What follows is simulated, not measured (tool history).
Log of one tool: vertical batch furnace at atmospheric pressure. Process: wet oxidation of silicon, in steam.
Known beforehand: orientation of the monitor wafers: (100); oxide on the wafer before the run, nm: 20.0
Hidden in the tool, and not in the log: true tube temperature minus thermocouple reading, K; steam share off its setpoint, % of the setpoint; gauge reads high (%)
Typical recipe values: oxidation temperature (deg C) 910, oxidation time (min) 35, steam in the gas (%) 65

run	hour	oxidation temperature (deg C)	oxidation time (min)	steam in the gas (%)	wafers since the last listed run	hours since the last temperature calibration	hours since the steam generator was serviced	hours since the gauge calibration	read-back reference wafer on the same gauge, thickness	oxide thickness on the monitor wafer (Å)
1	0	910	35	65	0	1768	888.6	494.8	92.96	1035
2	58.4	910	35	65	1178	1826.4	947	553.2	92.97	1030.9
3	160.8	910	35	65	2066	1928.8	1049.4	655.6	93.01	1026.6
4	211.4	900	35	58	1021	1979.4	1100	706.2	92.92	849.5
5	253.2	900	35	58	843	2021.2	1141.8	748	92.97	849.4
6	319.8	900	35	58	1344	2087.8	1208.4	814.6	93	848.2
7	390.7	910	35	73	1431	2158.7	1279.3	885.5	93	1118.7
8	494.6	910	35	73	2097	2262.6	1383.2	989.4	93	1118
9	561	910	35	73	1340	2329	1449.6	1055.8	93.02	1125.3
10	613.3	925	35	65	1055	2381.3	1501.9	1108.1	93.02	1201.8
11	681.5	925	35	65	1376	2449.5	1570.1	1176.3	92.97	1194.8
12	755.3	910	35	65	1489	2523.3	1643.9	1250.1	92.99	1026.5
13	830.9	910	35	65	1525	2598.9	1719.5	1325.7	92.99	1027.3
14	901.8	910	35	65	1431	2669.8	1790.4	1396.6	92.99	1030.7
15	942.2	892	35	75	815	2710.2	1830.8	1437	92.98	924.3
16	997	910	35	71	1106	2765	1885.6	1491.8	92.97	1100.6
# hour 1063.9: steam generator serviced
17	1064.4	933	48.5	62	876	2832.4	0.5	1559.2	93.07	1602.4
18	1143.4	918	43	77	1594	2911.4	79.5	1638.2	93.01	1488.3
19	1186.8	910	39.5	65	876	2954.8	122.9	1681.6	92.97	1120.2
20	1275.5	910	41	65	1790	3043.5	211.6	1770.3	92.95	1156.9
21	1340.7	910	35	71	1316	3108.7	276.8	1835.5	92.95	1101.5
22	1388.6	933	40.5	56	966	3156.6	324.7	1883.4	93.01	1291.5
23	1437.8	933	40.5	56	993	3205.8	373.9	1932.6	93	1291.2
# hour 1518.2: thermocouples replaced and temperature profile calibrated
24	1538.7	934	35	76	1552	20.5	474.8	2033.5	93	1477.7
# hour 1546.6: gauge calibrated
25	1615.3	910	35	65	1546	97.1	551.4	68.7	93.07	1030.7
26	1660.5	916	35	65	912	142.3	596.6	113.9	93	1097.8
27	1737.2	910	35	76	1548	219	673.3	190.6	93.01	1158.1
28	1820.5	910	35	65	1681	302.3	756.6	273.9	93	1026
29	1864.2	924	18	72	882	346	800.3	317.6	93.01	792.7
30	1946	910	35	65	1651	427.8	882.1	399.4	93.06	1023.2
31	1982.1	892	40	65	728	463.9	918.2	435.5	92.94	919.9
32	2070.6	929	45.5	74	1786	552.4	1006.7	524	93.04	1680.6
33	2135.6	928	51.5	75	1312	617.4	1071.7	589	92.99	1847.7
34	2217	910	35	65	1643	698.8	1153.1	670.4	93.03	1032
35	2303.3	922	52	61	1741	785.1	1239.4	756.7	93	1498.2
36	2379.4	910	35	65	1536	861.2	1315.5	832.8	93.04	1033
37	2420.7	910	35	65	833	902.5	1356.8	874.1	92.95	1031.3

For each entry between runs, how does the tool's hidden state at the last listed run before it compare with that at the first listed run after it?
In the gap between runs 16 and 17: steam generator serviced (hour 1063.9)
  the hidden state is the same at both runs
In the gap between runs 23 and 24: thermocouples replaced and temperature profile calibrated (hour 1518.2)
  the hidden state is the same at both runs
In the gap between runs 24 and 25: gauge calibrated (hour 1546.6)
  the hidden state is the same at both runs
